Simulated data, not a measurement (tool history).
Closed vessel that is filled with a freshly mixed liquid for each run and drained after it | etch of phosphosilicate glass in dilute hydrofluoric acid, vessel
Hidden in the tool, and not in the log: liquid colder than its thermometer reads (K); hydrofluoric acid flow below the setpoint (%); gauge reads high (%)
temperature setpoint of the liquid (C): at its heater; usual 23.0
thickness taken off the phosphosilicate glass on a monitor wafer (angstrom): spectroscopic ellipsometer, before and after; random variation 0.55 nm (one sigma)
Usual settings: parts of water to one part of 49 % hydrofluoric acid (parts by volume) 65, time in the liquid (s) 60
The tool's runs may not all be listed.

run	day	temperature setpoint of the liquid (C)	parts of water to one part of 49 % hydrofluoric acid (parts by volume)	time in the liquid (s)	wafers since the last listed run	hours since the thermometer was replaced	hours since the hydrofluoric acid flow meter was replaced	hours since the gauge calibration	read-back film thickness of the phosphosilicate glass reference wafer, read on the same gauge (nm)	thickness taken off the phosphosilicate glass on a monitor wafer (angstrom)
1	0.000	23.0	65	60	0	1013.6	1012.4	5.3	50.00	859.6
2	1.196	25.0	65	80	2424	1042.3	1041.1	34.0	50.03	1243.0
3	2.579	25.0	65	80	2804	1075.5	1074.3	67.2	49.99	1262.9
4	3.100	25.0	65	80	1055	1088.0	1086.8	79.7	50.01	1255.6
5	4.021	23.0	65	75	1866	1110.1	1108.9	101.8	50.02	1076.6
6	4.900	23.0	55	60	1782	1131.2	1130.0	122.9	49.98	1038.1
7	6.079	23.0	65	60	2390	1159.5	1158.3	151.2	50.00	864.0
8	6.717	23.0	65	45	1292	1174.8	1173.6	166.5	50.01	652.2
9	7.467	23.0	65	45	1520	1192.8	1191.6	184.5	49.99	651.9
10	8.933	19.0	65	60	2973	1228.0	1226.8	219.7	49.99	733.6
# day 10.862: thermometer replaced
11	11.450	26.0	85	50	5016	14.1	1287.2	280.1	50.02	610.3
12	12.150	23.0	65	60	1418	30.9	1304.0	296.9	50.01	869.9
13	13.158	23.0	65	60	2043	55.1	1328.2	321.1	49.97	871.7
14	13.875	18.0	45	70	1452	72.3	1345.4	338.3	49.99	1235.7
# day 13.971: gauge calibrated
# day 14.983: hydrofluoric acid flow meter replaced
15	15.321	24.5	75	45	2846	107.0	8.1	32.4	50.02	592.5
16	16.571	21.5	80	90	2533	137.0	38.1	62.4	50.02	981.6
17	18.021	23.0	65	60	2939	171.8	72.9	97.2	50.00	875.2
18	18.921	18.5	85	95	1824	193.4	94.5	118.8	49.99	856.5
19	19.446	26.5	50	60	1064	206.0	107.1	131.4	49.99	1332.4
20	20.146	23.0	65	60	1418	222.8	123.9	148.2	49.98	869.9
21	21.246	19.5	65	60	2229	249.2	150.3	174.6	49.98	751.0

The tool's hidden state at each run:
liquid colder than its thermometer reads (K): 0 in every run
hydrofluoric acid flow below the setpoint (%): 0 in every run
gauge reads high (%): 0 in every run
